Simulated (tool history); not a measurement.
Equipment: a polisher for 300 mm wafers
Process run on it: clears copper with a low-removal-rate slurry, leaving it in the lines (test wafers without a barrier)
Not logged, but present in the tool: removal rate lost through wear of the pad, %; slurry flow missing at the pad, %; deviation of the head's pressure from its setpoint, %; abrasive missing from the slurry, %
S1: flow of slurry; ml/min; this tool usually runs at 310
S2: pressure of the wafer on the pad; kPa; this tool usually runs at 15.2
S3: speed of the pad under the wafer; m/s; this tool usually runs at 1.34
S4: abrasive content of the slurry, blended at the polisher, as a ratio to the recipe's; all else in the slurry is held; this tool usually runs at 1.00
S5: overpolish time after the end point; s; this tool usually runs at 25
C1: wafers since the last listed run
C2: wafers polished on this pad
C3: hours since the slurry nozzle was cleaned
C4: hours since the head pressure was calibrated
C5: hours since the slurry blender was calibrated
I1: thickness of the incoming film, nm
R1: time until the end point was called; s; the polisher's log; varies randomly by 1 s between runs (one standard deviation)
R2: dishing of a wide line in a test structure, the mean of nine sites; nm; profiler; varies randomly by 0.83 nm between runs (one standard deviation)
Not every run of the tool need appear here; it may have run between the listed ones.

| run | hour | S1 | S2 | S3 | S4 | S5 | C1 | C2 | C3 | C4 | C5 | I1 | R1 | R2 |
|---|---|---|---|---|---|---|---|---|---|---|---|---|---|---|
| 1 | 0.0 | 310 | 13.1 | 1.34 | 1.00 | 25 | 0 | 3901 | 345.8 | 278.9 | 329.9 | 207.1 | 80.3 | 35.8 |
| 2 | 26.9 | 310 | 13.1 | 1.34 | 1.00 | 25 | 311 | 4213 | 372.7 | 305.8 | 356.8 | 208.1 | 84.2 | 37.3 |
|  | 53.3 | slurry nozzle cleaned |
| 3 | 74.0 | 310 | 16.5 | 1.34 | 0.75 | 25 | 533 | 4746 | 20.7 | 352.9 | 403.9 | 212.1 | 78.1 | 38.5 |
| 4 | 102.6 | 310 | 15.2 | 1.34 | 1.00 | 25 | 330 | 5077 | 49.3 | 381.5 | 432.5 | 210.0 | 78.5 | 38.4 |
|  | 110.9 | worn pad replaced by a new one |
|  | 116.6 | slurry blender recalibrated |
| 5 | 143.0 | 310 | 15.2 | 1.44 | 1.10 | 25 | 397 | 348 | 89.7 | 421.9 | 26.4 | 208.2 | 64.4 | 47.1 |
| 6 | 176.0 | 310 | 15.2 | 1.34 | 1.00 | 33 | 381 | 729 | 122.7 | 454.9 | 59.4 | 207.8 | 69.6 | 52.4 |
| 7 | 231.6 | 420 | 12.4 | 1.34 | 0.75 | 25 | 643 | 1373 | 178.3 | 510.5 | 115.0 | 211.8 | 83.8 | 35.8 |
| 8 | 257.5 | 410 | 15.2 | 1.34 | 1.00 | 25 | 299 | 1672 | 204.2 | 536.4 | 140.9 | 206.7 | 67.6 | 41.5 |
| 9 | 318.8 | 310 | 17.9 | 1.72 | 1.00 | 18 | 709 | 2382 | 265.5 | 597.7 | 202.2 | 208.2 | 52.0 | 40.0 |
| 10 | 370.8 | 310 | 15.2 | 1.34 | 1.00 | 25 | 601 | 2983 | 317.5 | 649.7 | 254.2 | 210.7 | 72.9 | 42.5 |
| 11 | 408.1 | 280 | 15.2 | 1.04 | 1.25 | 25 | 431 | 3415 | 354.8 | 687.0 | 291.5 | 209.7 | 87.9 | 35.5 |
| 12 | 465.1 | 310 | 15.2 | 1.20 | 1.00 | 17 | 659 | 4074 | 411.8 | 744.0 | 348.5 | 209.4 | 81.2 | 27.3 |
|  | 513.8 | slurry nozzle cleaned |
| 13 | 527.4 | 310 | 13.8 | 1.34 | 1.00 | 33 | 709 | 4783 | 13.6 | 806.3 | 410.8 | 211.7 | 84.1 | 43.9 |
| 14 | 593.5 | 420 | 12.4 | 1.34 | 0.75 | 25 | 764 | 5548 | 79.7 | 872.4 | 476.9 | 207.6 | 98.4 | 31.9 |
|  | 603.2 | slurry blender recalibrated |
|  | 638.7 | worn pad replaced by a new one |
| 15 | 641.8 | 270 | 15.2 | 1.34 | 1.00 | 34 | 489 | 36 | 128.0 | 920.7 | 38.6 | 211.2 | 68.4 | 54.0 |
| 16 | 689.1 | 310 | 15.2 | 1.34 | 1.15 | 25 | 547 | 583 | 175.3 | 968.0 | 85.9 | 212.0 | 67.1 | 43.5 |
| 17 | 731.6 | 240 | 15.2 | 1.34 | 1.00 | 25 | 491 | 1074 | 217.8 | 1010.5 | 128.4 | 208.1 | 71.6 | 41.5 |
| 18 | 772.4 | 205 | 15.2 | 1.72 | 1.00 | 25 | 472 | 1547 | 258.6 | 1051.3 | 169.2 | 210.8 | 59.8 | 46.6 |
| 19 | 830.6 | 310 | 15.2 | 1.20 | 1.00 | 17 | 673 | 2220 | 316.8 | 1109.5 | 227.4 | 213.9 | 78.0 | 28.9 |
|  | 837.6 | head pressure recalibrated |
| 20 | 876.6 | 355 | 15.2 | 1.06 | 1.20 | 17 | 509 | 2729 | 362.8 | 39.0 | 273.4 | 213.3 | 83.7 | 27.1 |
| 21 | 942.4 | 310 | 15.2 | 1.56 | 1.00 | 13 | 761 | 3490 | 428.6 | 104.8 | 339.2 | 210.8 | 65.5 | 26.0 |
|  | 950.6 | slurry nozzle cleaned |
| 22 | 984.2 | 230 | 12.4 | 1.34 | 1.00 | 25 | 472 | 3962 | 33.6 | 146.6 | 381.0 | 207.7 | 86.8 | 34.1 |
| 23 | 1053.8 | 310 | 15.2 | 1.34 | 1.00 | 25 | 805 | 4767 | 103.2 | 216.2 | 450.6 | 208.8 | 76.6 | 37.9 |
|  | 1096.0 | slurry blender recalibrated |
| 24 | 1097.0 | 405 | 15.2 | 1.34 | 1.00 | 25 | 476 | 5244 | 146.4 | 259.4 | 1.0 | 210.5 | 73.0 | 41.5 |
|  | 1104.3 | worn pad replaced by a new one |
| 25 | 1143.3 | 310 | 19.3 | 1.34 | 1.00 | 25 | 489 | 450 | 192.7 | 305.7 | 47.3 | 210.6 | 56.6 | 50.5 |
| 26 | 1173.7 | 310 | 12.4 | 1.02 | 1.25 | 25 | 351 | 802 | 223.1 | 336.1 | 77.7 | 213.6 | 93.1 | 34.1 |
| 27 | 1239.2 | 310 | 18.6 | 1.34 | 1.00 | 15 | 757 | 1560 | 288.6 | 401.6 | 143.2 | 211.3 | 61.9 | 32.1 |

Predict each of these 5 candidate next runs independently; none follows another, all start after run 27:
| A | 1239.6 | 355 | 15.2 | 1.34 | 1.00 | 25 | 4 | 1564 | 289.0 | 402.0 | 143.6 | 209.8 | ? | ? |
| B | 1239.6 | 260 | 15.2 | 1.34 | 1.00 | 32 | 4 | 1564 | 289.0 | 402.0 | 143.6 | 209.8 | ? | ? |
| C | 1239.6 | 310 | 10.3 | 1.06 | 1.20 | 25 | 4 | 1564 | 289.0 | 402.0 | 143.6 | 209.8 | ? | ? |
| D | 1239.6 | 310 | 12.4 | 1.34 | 1.00 | 14 | 4 | 1564 | 289.0 | 402.0 | 143.6 | 209.8 | ? | ? |
| E | 1239.6 | 310 | 9.7 | 1.70 | 1.00 | 25 | 4 | 1564 | 289.0 | 402.0 | 143.6 | 209.8 | ? | ? |

| run | R1 | R2 |
|---|---|---|
| A | 68.8 | 42.7 |
| B | 70.3 | 50.3 |
| C | 102.4 | 30.7 |
| D | 79.8 | 23.4 |
| E | 78.4 | 37.8 |
Take away the tool's hidden state, keep each run's random variation, and the runs would have read:
| run | R1 | R2 |
|---|---|---|
| A | 66.2 | 44.0 |
| B | 67.6 | 51.6 |
| C | 98.6 | 31.7 |
| D | 76.9 | 24.2 |
| E | 75.5 | 38.9 |

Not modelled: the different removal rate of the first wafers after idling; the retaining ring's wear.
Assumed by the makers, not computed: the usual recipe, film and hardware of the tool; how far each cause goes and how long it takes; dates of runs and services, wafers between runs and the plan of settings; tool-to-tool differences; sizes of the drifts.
